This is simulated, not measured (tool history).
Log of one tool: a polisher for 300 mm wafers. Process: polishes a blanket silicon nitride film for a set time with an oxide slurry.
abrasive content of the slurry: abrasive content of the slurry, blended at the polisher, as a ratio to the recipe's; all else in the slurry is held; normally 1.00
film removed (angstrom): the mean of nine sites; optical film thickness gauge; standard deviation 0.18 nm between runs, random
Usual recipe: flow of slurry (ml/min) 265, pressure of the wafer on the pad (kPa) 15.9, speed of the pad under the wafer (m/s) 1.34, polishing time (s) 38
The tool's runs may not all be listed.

run,day,flow of slurry (ml/min),pressure of the wafer on the pad (kPa),speed of the pad under the wafer (m/s),abrasive content of the slurry,polishing time (s),"incoming thickness of the incoming film, nm",film removed (angstrom)
1,0.000,315,15.9,1.34,1.00,38,248.9,238
# day 0.875: conditioning disc replaced and pad reconditioned
# day 3.279: worn pad replaced by a new one
2,5.342,315,15.9,1.34,1.00,38,248.4,249
3,8.225,315,15.9,1.34,1.00,38,251.7,249
4,10.062,265,19.3,1.62,1.00,38,251.4,345
# day 10.717: head pressure recalibrated
5,11.479,265,15.9,1.34,1.00,38,250.6,228
# day 11.783: slurry blender recalibrated
6,12.896,265,15.9,1.34,1.00,38,252.9,232
# day 14.438: conditioning disc replaced and pad reconditioned
7,15.346,265,15.9,1.34,1.00,38,250.0,233
8,16.958,215,15.9,1.34,0.75,27,244.8,123
# day 17.158: worn pad replaced by a new one
9,19.338,265,15.9,1.62,0.80,38,253.4,222
10,20.850,265,15.9,1.34,1.00,38,253.0,240
11,23.100,265,15.9,1.34,1.00,38,250.3,245
# day 24.888: slurry nozzle cleaned
# day 25.342: head pressure recalibrated
12,25.462,175,18.6,1.08,1.00,30,248.8,175
# day 26.592: conditioning disc replaced and pad reconditioned
13,28.267,345,20.7,1.34,0.70,33,247.3,182
14,30.350,220,13.8,1.34,0.80,33,253.4,142
# day 30.450: slurry blender recalibrated
# day 30.896: worn pad replaced by a new one
15,31.821,195,11.0,1.34,1.00,38,255.2,162
16,33.700,265,15.9,1.34,0.80,38,252.8,195
17,34.900,265,15.9,1.34,1.00,38,250.0,243
18,37.612,265,15.9,1.34,1.00,38,246.3,247
# day 40.183: conditioning disc replaced and pad reconditioned
19,40.438,265,15.9,0.96,1.00,38,253.2,203
20,41.654,265,15.9,1.34,1.00,38,250.8,257
# day 41.779: head pressure recalibrated
# day 42.167: worn pad replaced by a new one
21,43.200,300,15.9,1.34,1.00,38,255.1,232
22,44.692,320,18.6,1.48,1.10,38,245.9,321
23,47.046,265,13.8,1.34,0.75,38,249.0,153
24,48.767,295,14.5,1.34,1.00,38,248.9,219

Predict each of these 5 candidate next runs independently; none follows another, all start after run 24:
A,48.783,265,15.9,1.34,1.00,38,250.4,?
B,48.783,265,13.8,0.96,1.00,38,250.4,?
C,48.783,265,15.9,1.70,1.00,38,250.4,?
D,48.783,305,19.3,1.34,0.90,48,250.4,?
E,48.783,265,15.9,1.34,1.10,38,250.4,?

run,film removed (angstrom)
A,239
B,168
C,282
D,340
E,256
Stripped of hidden state, with their random variation kept, the same runs would have yielded:
run,film removed (angstrom)
A,235
B,164
C,277
D,333
E,251
